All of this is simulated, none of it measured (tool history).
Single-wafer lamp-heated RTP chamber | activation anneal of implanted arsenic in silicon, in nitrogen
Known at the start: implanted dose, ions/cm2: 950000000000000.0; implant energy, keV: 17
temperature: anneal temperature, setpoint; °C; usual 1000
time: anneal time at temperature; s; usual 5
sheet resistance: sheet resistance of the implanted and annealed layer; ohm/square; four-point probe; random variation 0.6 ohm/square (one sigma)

run	day	temperature	time	read-back reference wafer on the same gauge, sheet resistance	sheet resistance
1	0.000	1016	5	124.11	133.06
2	1.929	1016	5	124.08	132.49
# day 4.733: gauge calibrated
3	6.362	1016	5	123.95	131.66
4	10.258	1000	5	124.03	136.01
# day 10.792: reflector plate cleaned
5	12.317	1000	5	124.15	138.17
6	15.142	1000	5	123.99	138.77
7	19.042	1000	7	124.14	133.83
8	22.867	1000	7	123.77	134.54
# day 25.175: pyrometer window cleaned and pyrometer calibrated
# day 26.217: reflector plate cleaned
9	26.512	1000	7	123.80	134.19
10	35.892	1010	7	123.96	131.17
11	40.242	1019	8	124.09	125.39
# day 41.471: reflector plate cleaned
12	42.692	989	7	123.99	139.39
13	46.538	973	3	123.98	149.17
14	50.562	980	8	124.20	139.15
# day 55.146: gauge calibrated
# day 56.558: reflector plate cleaned
# day 60.412: pyrometer window cleaned and pyrometer calibrated
15	61.196	1000	5	123.99	137.48
16	65.042	1000	4	123.71	140.04
17	68.838	972	4	124.09	144.64
18	70.825	1000	6	123.93	135.64
19	73.000	1000	6	124.02	133.68

What the log doesn't show, run by run:
true wafer temperature minus pyrometer reading, K: 0 in every run
gauge reads high (%): 0 in every run
H1: wafer temperature error from the tarnished reflector plate, K
run	H1
1	3.56
2	4.43
3	6.44
4	8.2
5	1.06
6	2.34
7	4.1
8	5.83
9	1.19
10	5.44
11	7.4
12	1.46
13	3.2
14	5.03
15	3.47
16	5.21
17	6.92
18	7.82
19	8.81

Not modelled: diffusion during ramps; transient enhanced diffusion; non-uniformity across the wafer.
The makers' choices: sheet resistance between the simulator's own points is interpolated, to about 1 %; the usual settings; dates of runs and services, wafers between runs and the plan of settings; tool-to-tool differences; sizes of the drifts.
